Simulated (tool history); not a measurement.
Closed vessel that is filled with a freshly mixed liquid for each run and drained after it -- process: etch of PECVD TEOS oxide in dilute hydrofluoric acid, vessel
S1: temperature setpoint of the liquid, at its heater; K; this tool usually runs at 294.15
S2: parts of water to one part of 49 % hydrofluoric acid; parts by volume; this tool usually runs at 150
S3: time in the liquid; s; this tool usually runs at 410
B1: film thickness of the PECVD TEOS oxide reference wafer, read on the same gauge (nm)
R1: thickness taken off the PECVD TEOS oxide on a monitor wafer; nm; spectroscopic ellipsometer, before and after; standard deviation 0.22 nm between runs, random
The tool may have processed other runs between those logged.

{"run": 1, "hour": 0.0, "S1": 292.15, "S2": 150, "S3": 410, "B1": 50.0, "R1": 29.54}
{"run": 2, "hour": 98.8, "S1": 292.15, "S2": 150, "S3": 410, "B1": 50.01, "R1": 29.46}
{"run": 3, "hour": 192.0, "S1": 292.15, "S2": 150, "S3": 410, "B1": 49.99, "R1": 29.26}
{"run": 4, "hour": 298.1, "S1": 294.15, "S2": 150, "S3": 410, "B1": 50.02, "R1": 31.81}
{"run": 5, "hour": 384.1, "S1": 294.15, "S2": 150, "S3": 410, "B1": 50.03, "R1": 32.18}
{"run": 6, "hour": 460.4, "S1": 294.15, "S2": 150, "S3": 410, "B1": 50.01, "R1": 31.96}
{"hour": 531.2, "done": "gauge calibrated"}
{"run": 7, "hour": 544.0, "S1": 294.15, "S2": 150, "S3": 410, "B1": 49.99, "R1": 32.25}
{"hour": 594.5, "done": "hydrofluoric acid flow meter replaced"}
{"run": 8, "hour": 632.6, "S1": 294.15, "S2": 150, "S3": 410, "B1": 50.0, "R1": 32.18}
{"hour": 708.1, "done": "thermometer replaced"}
{"run": 9, "hour": 714.8, "S1": 294.15, "S2": 195, "S3": 200, "B1": 50.01, "R1": 11.42}
{"run": 10, "hour": 815.4, "S1": 297.15, "S2": 200, "S3": 250, "B1": 49.99, "R1": 15.48}
{"run": 11, "hour": 855.6, "S1": 290.65, "S2": 120, "S3": 250, "B1": 49.98, "R1": 21.94}
{"run": 12, "hour": 921.6, "S1": 297.15, "S2": 225, "S3": 595, "B1": 50.01, "R1": 32.43}
{"run": 13, "hour": 966.0, "S1": 294.15, "S2": 215, "S3": 410, "B1": 50.01, "R1": 21.03}
{"run": 14, "hour": 1052.5, "S1": 294.15, "S2": 150, "S3": 410, "B1": 50.0, "R1": 32.04}
{"run": 15, "hour": 1122.4, "S1": 294.15, "S2": 150, "S3": 410, "B1": 50.01, "R1": 32.23}
{"run": 16, "hour": 1223.7, "S1": 292.65, "S2": 205, "S3": 565, "B1": 50.02, "R1": 28.9}
{"hour": 1292.6, "done": "gauge calibrated"}
{"run": 17, "hour": 1331.0, "S1": 294.15, "S2": 180, "S3": 255, "B1": 50.01, "R1": 16.07}

3 ways to go on from here, each from the tool as it stands after run 17. What would each give?
{"run": "A", "hour": 1331.8, "S1": 294.15, "S2": 150, "S3": 410, "B1": "?", "R1": "?"}
{"run": "B", "hour": 1331.8, "S1": 292.65, "S2": 125, "S3": 230, "B1": "?", "R1": "?"}
{"run": "C", "hour": 1331.8, "S1": 294.15, "S2": 150, "S3": 200, "B1": "?", "R1": "?"}

run=A B1=50.01 R1=31.98
run=B B1=50.01 R1=20.82
run=C B1=50.01 R1=15.60
Without the tool's unlogged condition, the same runs would have read:
run=A R1=31.98
run=B R1=20.82
run=C R1=15.60

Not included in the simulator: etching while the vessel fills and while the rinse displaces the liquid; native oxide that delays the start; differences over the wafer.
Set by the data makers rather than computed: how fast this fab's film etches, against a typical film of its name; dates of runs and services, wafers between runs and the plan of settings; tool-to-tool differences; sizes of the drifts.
